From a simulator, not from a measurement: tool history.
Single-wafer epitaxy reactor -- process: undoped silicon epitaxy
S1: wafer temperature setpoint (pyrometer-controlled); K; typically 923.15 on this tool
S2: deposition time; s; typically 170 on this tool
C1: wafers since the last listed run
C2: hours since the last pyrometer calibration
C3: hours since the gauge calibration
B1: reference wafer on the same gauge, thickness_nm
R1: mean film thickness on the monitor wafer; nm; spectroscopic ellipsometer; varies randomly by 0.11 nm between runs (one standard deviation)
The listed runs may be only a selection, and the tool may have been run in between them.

run 1 day=0.000 | S1=930.15 S2=170 | C1=0 C2=1288.0 C3=117.7 | B1=31.062 | R1=33.111
run 2 day=0.629 | S1=930.15 S2=170 | C1=139 C2=1303.1 C3=132.8 | B1=31.106 | R1=33.222
run 3 day=1.550 | S1=930.15 S2=170 | C1=204 C2=1325.2 C3=154.9 | B1=31.132 | R1=33.086
run 4 day=2.504 | S1=923.15 S2=170 | C1=212 C2=1348.1 C3=177.8 | B1=31.088 | R1=27.969
run 5 day=3.471 | S1=923.15 S2=161 | C1=214 C2=1371.3 C3=201.0 | B1=31.073 | R1=26.548
run 6 day=4.850 | S1=923.15 S2=170 | C1=306 C2=1404.4 C3=234.1 | B1=31.156 | R1=28.139
run 7 day=6.225 | S1=923.15 S2=170 | C1=305 C2=1437.4 C3=267.1 | B1=31.071 | R1=28.114
run 8 day=7.125 | S1=923.15 S2=170 | C1=200 C2=1459.0 C3=288.7 | B1=31.134 | R1=27.900
run 9 day=8.333 | S1=923.15 S2=152 | C1=268 C2=1488.0 C3=317.7 | B1=31.063 | R1=25.066
run 10 day=9.200 | S1=923.15 S2=152 | C1=192 C2=1508.8 C3=338.5 | B1=31.093 | R1=25.000
run 11 day=11.250 | S1=923.15 S2=152 | C1=455 C2=1558.0 C3=387.7 | B1=31.112 | R1=25.092
run 12 day=12.917 | S1=928.15 S2=170 | C1=370 C2=1598.0 C3=427.7 | B1=31.109 | R1=31.960
run 13 day=13.946 | S1=928.15 S2=170 | C1=228 C2=1622.7 C3=452.4 | B1=31.109 | R1=31.869
run 14 day=14.929 | S1=928.15 S2=170 | C1=218 C2=1646.3 C3=476.0 | B1=31.115 | R1=31.962
run 15 day=15.883 | S1=923.15 S2=170 | C1=212 C2=1669.2 C3=498.9 | B1=31.090 | R1=28.416
run 16 day=17.183 | S1=923.15 S2=170 | C1=288 C2=1700.4 C3=530.1 | B1=31.112 | R1=27.959
run 17 day=18.225 | S1=923.15 S2=170 | C1=231 C2=1725.4 C3=555.1 | B1=31.122 | R1=28.240
-- day=18.400 gauge calibrated
run 18 day=19.562 | S1=923.15 S2=170 | C1=297 C2=1757.5 C3=27.9 | B1=31.102 | R1=28.367
run 19 day=20.729 | S1=912.15 S2=151 | C1=259 C2=1785.5 C3=55.9 | B1=31.106 | R1=19.075
run 20 day=22.679 | S1=930.15 S2=170 | C1=433 C2=1832.3 C3=102.7 | B1=31.118 | R1=33.348
run 21 day=24.017 | S1=909.15 S2=144 | C1=297 C2=1864.4 C3=134.8 | B1=31.056 | R1=16.787
run 22 day=25.446 | S1=935.15 S2=141 | C1=317 C2=1898.7 C3=169.1 | B1=31.105 | R1=31.426
run 23 day=26.146 | S1=923.15 S2=170 | C1=155 C2=1915.5 C3=185.9 | B1=31.121 | R1=28.288
run 24 day=26.908 | S1=928.15 S2=202 | C1=169 C2=1933.8 C3=204.2 | B1=31.103 | R1=37.943
run 25 day=28.362 | S1=927.15 S2=188 | C1=323 C2=1968.7 C3=239.1 | B1=31.115 | R1=34.601
run 26 day=29.683 | S1=923.15 S2=199 | C1=293 C2=2000.4 C3=270.8 | B1=31.115 | R1=33.262
run 27 day=30.421 | S1=923.15 S2=161 | C1=163 C2=2018.1 C3=288.5 | B1=31.103 | R1=26.833
run 28 day=31.508 | S1=923.15 S2=152 | C1=241 C2=2044.2 C3=314.6 | B1=31.064 | R1=25.286
-- day=33.954 pyrometer calibrated
run 29 day=34.692 | S1=923.15 S2=170 | C1=633 C2=17.7 C3=391.0 | B1=31.112 | R1=27.148
run 30 day=35.900 | S1=918.15 S2=190 | C1=268 C2=46.7 C3=420.0 | B1=31.057 | R1=27.103
run 31 day=36.729 | S1=923.15 S2=170 | C1=184 C2=66.6 C3=439.9 | B1=31.105 | R1=27.396
run 32 day=38.133 | S1=913.15 S2=149 | C1=312 C2=100.3 C3=473.6 | B1=31.064 | R1=18.760
run 33 day=41.525 | S1=930.15 S2=139 | C1=753 C2=181.7 C3=555.0 | B1=31.090 | R1=26.723
-- day=42.138 gauge calibrated
run 34 day=42.696 | S1=919.15 S2=141 | C1=260 C2=209.8 C3=13.4 | B1=31.085 | R1=20.654
run 35 day=43.679 | S1=912.15 S2=158 | C1=218 C2=233.4 C3=37.0 | B1=31.086 | R1=19.348

Hidden state or all else? Some run-to-run changes of R1, split into what the settings, what came in and random variation would give without the hidden state, and what is left for the hidden state (with any gauge scatter that isn't in both results):
What the log doesn't record here: wafer temperature above the value expected at the setpoint (K); gauge reads high (%).
Run 19 -> 20: S1 912.15 -> 930.15, S2 151 -> 170. R1 +14.273 nm: hidden state +0.577, all else +13.696.
Run 20 -> 21: S1 930.15 -> 909.15, S2 170 -> 144. R1 -16.561 nm: hidden state -0.641, all else -15.920.
Run 21 -> 22: S1 909.15 -> 935.15, S2 144 -> 141. R1 +14.639 nm: hidden state +0.586, all else +14.053.
Run 28 -> 29: S2 152 -> 170, pyrometer calibrated. R1 +1.862 nm: hidden state -0.891, all else +2.753.
